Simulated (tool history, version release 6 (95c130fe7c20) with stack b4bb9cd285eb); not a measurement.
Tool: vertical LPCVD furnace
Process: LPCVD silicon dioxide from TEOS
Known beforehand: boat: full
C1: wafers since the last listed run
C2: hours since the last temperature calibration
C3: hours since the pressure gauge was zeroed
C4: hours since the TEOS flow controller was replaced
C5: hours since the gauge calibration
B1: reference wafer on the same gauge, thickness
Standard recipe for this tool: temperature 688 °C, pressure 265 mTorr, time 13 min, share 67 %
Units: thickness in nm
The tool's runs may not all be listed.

run 1 hour=0 | temperature=694 pressure=265 time=13 share=67 | C1=0 C2=3330.8 C3=2136.6 C4=3481 C5=560.2 | B1=72.58 | thickness=76.64
run 2 hour=82.4 | temperature=688 pressure=265 time=13 share=67 | C1=1448 C2=3413.2 C3=2219 C4=3563.4 C5=642.6 | B1=72.56 | thickness=66.9
run 3 hour=173.6 | temperature=688 pressure=265 time=13 share=67 | C1=1603 C2=3504.4 C3=2310.2 C4=3654.6 C5=733.8 | B1=72.41 | thickness=67.13
-- hour=177.7 gauge calibrated
run 4 hour=233.7 | temperature=688 pressure=265 time=13 share=67 | C1=1056 C2=3564.5 C3=2370.3 C4=3714.7 C5=56 | B1=72.6 | thickness=66.71
run 5 hour=318.5 | temperature=688 pressure=265 time=13 share=67 | C1=1491 C2=3649.3 C3=2455.1 C4=3799.5 C5=140.8 | B1=72.38 | thickness=67.16
run 6 hour=424.6 | temperature=688 pressure=265 time=13 share=67 | C1=1865 C2=3755.4 C3=2561.2 C4=3905.6 C5=246.9 | B1=72.44 | thickness=67.58
run 7 hour=470.4 | temperature=688 pressure=265 time=13 share=67 | C1=805 C2=3801.2 C3=2607 C4=3951.4 C5=292.7 | B1=72.41 | thickness=67.64
run 8 hour=520.4 | temperature=688 pressure=265 time=13 share=67 | C1=879 C2=3851.2 C3=2657 C4=4001.4 C5=342.7 | B1=72.44 | thickness=67.73
run 9 hour=568.2 | temperature=688 pressure=265 time=13 share=67 | C1=840 C2=3899 C3=2704.8 C4=4049.2 C5=390.5 | B1=72.45 | thickness=67.81
-- hour=667.8 TEOS flow controller replaced
run 10 hour=668.3 | temperature=688 pressure=265 time=13 share=67 | C1=1338 C2=3999.1 C3=2804.9 C4=0.5 C5=490.6 | B1=72.51 | thickness=67.83
run 11 hour=730.9 | temperature=697 pressure=265 time=13 share=63 | C1=1100 C2=4061.7 C3=2867.5 C4=63.1 C5=553.2 | B1=72.49 | thickness=82.12
run 12 hour=821.4 | temperature=688 pressure=330 time=13 share=67 | C1=1591 C2=4152.2 C3=2958 C4=153.6 C5=643.7 | B1=72.49 | thickness=76.79
-- hour=874.3 pressure gauge zeroed
run 13 hour=909.2 | temperature=688 pressure=265 time=13 share=67 | C1=1121 C2=4240 C3=34.9 C4=241.4 C5=731.5 | B1=72.48 | thickness=68.45
-- hour=947.7 gauge calibrated
run 14 hour=967 | temperature=696 pressure=265 time=9.5 share=67 | C1=1016 C2=4297.8 C3=92.7 C4=299.2 C5=19.3 | B1=72.39 | thickness=60.56
run 15 hour=1027 | temperature=688 pressure=265 time=13 share=67 | C1=1055 C2=4357.8 C3=152.7 C4=359.2 C5=79.3 | B1=72.44 | thickness=69.44
-- hour=1106.4 thermocouples replaced and temperature profile calibrated
run 16 hour=1137.8 | temperature=678 pressure=265 time=13 share=60 | C1=1526 C2=31.4 C3=263.5 C4=470 C5=190.1 | B1=72.42 | thickness=45.92
run 17 hour=1194.3 | temperature=696 pressure=320 time=17 share=67 | C1=993 C2=87.9 C3=320 C4=526.5 C5=246.6 | B1=72.54 | thickness=107.17
run 18 hour=1246.6 | temperature=688 pressure=265 time=13 share=67 | C1=919 C2=140.2 C3=372.3 C4=578.8 C5=298.9 | B1=72.49 | thickness=61.61
run 19 hour=1333.5 | temperature=688 pressure=215 time=13 share=67 | C1=1528 C2=227.1 C3=459.2 C4=665.7 C5=385.8 | B1=72.5 | thickness=55.29
run 20 hour=1396.3 | temperature=688 pressure=265 time=13 share=67 | C1=1104 C2=289.9 C3=522 C4=728.5 C5=448.6 | B1=72.56 | thickness=61.6

For each entry between runs, how does the tool's hidden state at the last listed run before it compare with that at the first listed run after it?
After run 3, before run 4: gauge calibrated (hour 177.7)
  true tube temperature minus thermocouple reading, K: 3.39 -> 3.48
  what was measured, less what the result would be without the hidden state, thickness: +5.19 -> +5.3 nm
After run 9, before run 10: TEOS flow controller replaced (hour 667.8)
  true tube temperature minus thermocouple reading, K: 4.05 -> 4.23
  what was measured, less what the result would be without the hidden state, thickness: +6.22 -> +6.48 nm
After run 12, before run 13: pressure gauge zeroed (hour 874.3)
  true tube temperature minus thermocouple reading, K: 4.52 -> 4.68
  what was measured, less what the result would be without the hidden state, thickness: +7.8 -> +7.2 nm
After run 13, before run 14: gauge calibrated (hour 947.7)
  true tube temperature minus thermocouple reading, K: 4.68 -> 4.8
  what was measured, less what the result would be without the hidden state, thickness: +7.2 -> +6.41 nm
After run 15, before run 16: thermocouples replaced and temperature profile calibrated (hour 1106.4)
  true tube temperature minus thermocouple reading, K: 4.91 -> 0.0498
  what was measured, less what the result would be without the hidden state, thickness: +7.64 -> +0.05 nm

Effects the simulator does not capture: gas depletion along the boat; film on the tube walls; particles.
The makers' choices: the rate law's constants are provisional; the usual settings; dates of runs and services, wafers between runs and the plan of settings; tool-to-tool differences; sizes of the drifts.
